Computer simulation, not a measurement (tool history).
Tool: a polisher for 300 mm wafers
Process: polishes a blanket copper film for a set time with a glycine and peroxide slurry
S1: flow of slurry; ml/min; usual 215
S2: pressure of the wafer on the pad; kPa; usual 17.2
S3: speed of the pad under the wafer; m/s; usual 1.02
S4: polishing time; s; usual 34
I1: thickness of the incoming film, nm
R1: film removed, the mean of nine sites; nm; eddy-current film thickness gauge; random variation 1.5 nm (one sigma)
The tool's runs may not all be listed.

run 1 hour=0.0 | S1=270 S2=15.9 S3=1.02 S4=34 | I1=1933.2 | R1=137.6
run 2 hour=14.5 | S1=270 S2=15.9 S3=1.02 S4=34 | I1=1968.3 | R1=135.6
run 3 hour=22.8 | S1=270 S2=15.9 S3=1.02 S4=34 | I1=1954.7 | R1=138.4
-- hour=40.2 worn pad replaced by a new one
run 4 hour=40.7 | S1=215 S2=17.2 S3=1.02 S4=34 | I1=1965.7 | R1=135.0
run 5 hour=46.2 | S1=215 S2=17.2 S3=1.02 S4=34 | I1=1965.8 | R1=137.0
run 6 hour=60.9 | S1=215 S2=17.2 S3=1.02 S4=34 | I1=1996.3 | R1=137.5
run 7 hour=67.6 | S1=235 S2=17.2 S3=1.02 S4=34 | I1=1934.9 | R1=138.4
-- hour=69.9 head pressure recalibrated
run 8 hour=79.6 | S1=235 S2=17.2 S3=1.02 S4=34 | I1=1983.3 | R1=138.4
run 9 hour=92.3 | S1=215 S2=17.2 S3=1.02 S4=34 | I1=1985.5 | R1=135.1
-- hour=96.4 worn pad replaced by a new one
run 10 hour=103.5 | S1=215 S2=17.2 S3=1.02 S4=31 | I1=1971.0 | R1=120.4
run 11 hour=118.8 | S1=215 S2=20.7 S3=0.74 S4=34 | I1=1973.4 | R1=112.6
run 12 hour=135.6 | S1=160 S2=17.2 S3=1.02 S4=42 | I1=1967.4 | R1=144.0
-- hour=141.6 slurry nozzle cleaned
run 13 hour=149.5 | S1=215 S2=17.2 S3=1.02 S4=34 | I1=1951.3 | R1=143.9
-- hour=159.4 worn pad replaced by a new one
run 14 hour=166.1 | S1=215 S2=17.2 S3=1.02 S4=24 | I1=1972.4 | R1=101.6
run 15 hour=176.2 | S1=235 S2=17.2 S3=1.02 S4=34 | I1=1969.9 | R1=142.6
run 16 hour=184.2 | S1=215 S2=17.2 S3=1.14 S4=34 | I1=2005.8 | R1=156.6

Forecast each of these 3 alternatives for the next run:
run A hour=184.6 | S1=215 S2=17.2 S3=1.30 S4=34 | I1=1958.2 | R1=?
run B hour=184.6 | S1=215 S2=12.4 S3=1.12 S4=34 | I1=1958.2 | R1=?
run C hour=184.6 | S1=235 S2=19.3 S3=1.26 S4=26 | I1=1958.2 | R1=?

run=A R1=174.3
run=B R1=128.5
run=C R1=141.0
Without the tool's hidden state the same runs would have given:
run=A R1=177.9
run=B R1=131.2
run=C R1=143.7
